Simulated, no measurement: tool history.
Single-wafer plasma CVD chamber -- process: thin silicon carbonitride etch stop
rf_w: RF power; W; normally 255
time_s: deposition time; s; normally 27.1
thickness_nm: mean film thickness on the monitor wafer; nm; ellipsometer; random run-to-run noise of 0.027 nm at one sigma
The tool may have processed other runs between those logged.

run,hour,rf_w,time_s,"read-back reference wafer on the same gauge, thickness_nm",thickness_nm
1,0,290,27.1,14.794,18.145
2,12.4,255,24.5,14.807,15.909
3,28.1,255,27.1,14.802,17.573
4,36.4,255,27.1,14.795,17.534
5,54.1,255,27.1,14.804,17.582
6,61.8,255,27.1,14.793,17.613
7,78.5,255,27.1,14.796,17.608
8,84.8,255,27.1,14.803,17.575
9,102,225,25.1,14.789,15.797
10,112.7,225,25.1,14.808,15.845
11,127.2,225,25.1,14.795,15.817
12,139.6,255,27.1,14.785,17.582
13,152.9,255,27.1,14.805,17.564
14,162.2,255,27.1,14.793,17.624
15,171.2,255,27.1,14.807,17.553
16,180.5,205,27.1,14.808,16.738
17,195.9,295,22.8,14.802,15.285
18,202.9,255,27.1,14.808,17.563
19,243.5,255,24.7,14.801,16.027
20,254,255,27.1,14.795,17.564
# hour 261.6: gauge calibrated
21,271.2,270,27.1,14.803,17.81
# hour 280.7: showerhead replaced
22,286.2,225,29.9,14.808,18.847
23,311.1,255,27.1,14.799,17.587
# hour 324.1: RF generator calibrated
24,327.5,235,24.3,14.813,15.7
25,344.5,285,29.4,14.798,19.786
26,353.9,220,25.4,14.797,16.132
27,365.8,300,30.6,14.803,20.801
# hour 381.8: thermocouple changed; heater temperature recalibrated
28,382.3,280,31.3,14.801,20.911
29,391.1,275,21.8,14.802,14.536
30,407.8,255,31,14.802,20.328
31,415.4,255,27.1,14.805,17.734
32,427.4,275,28.5,14.792,19.011
33,435.7,215,22.1,14.798,13.91
34,452.9,230,32.1,14.801,20.537
35,470.2,255,27.1,14.786,17.672
36,498.9,275,25.6,14.798,17.019

Predict each of these 3 candidate next runs independently; none follows another, all start after run 36:
A,499.3,255,27.1,?,?
B,499.3,285,21.7,?,?
C,499.3,285,23.9,?,?

run,"read-back reference wafer on the same gauge, thickness_nm",thickness_nm
A,14.804,17.683
B,14.804,14.523
C,14.804,15.996
Stripped of hidden state, with their random variation kept, the same runs would have yielded:
run,thickness_nm
A,17.793
B,14.614
C,16.096
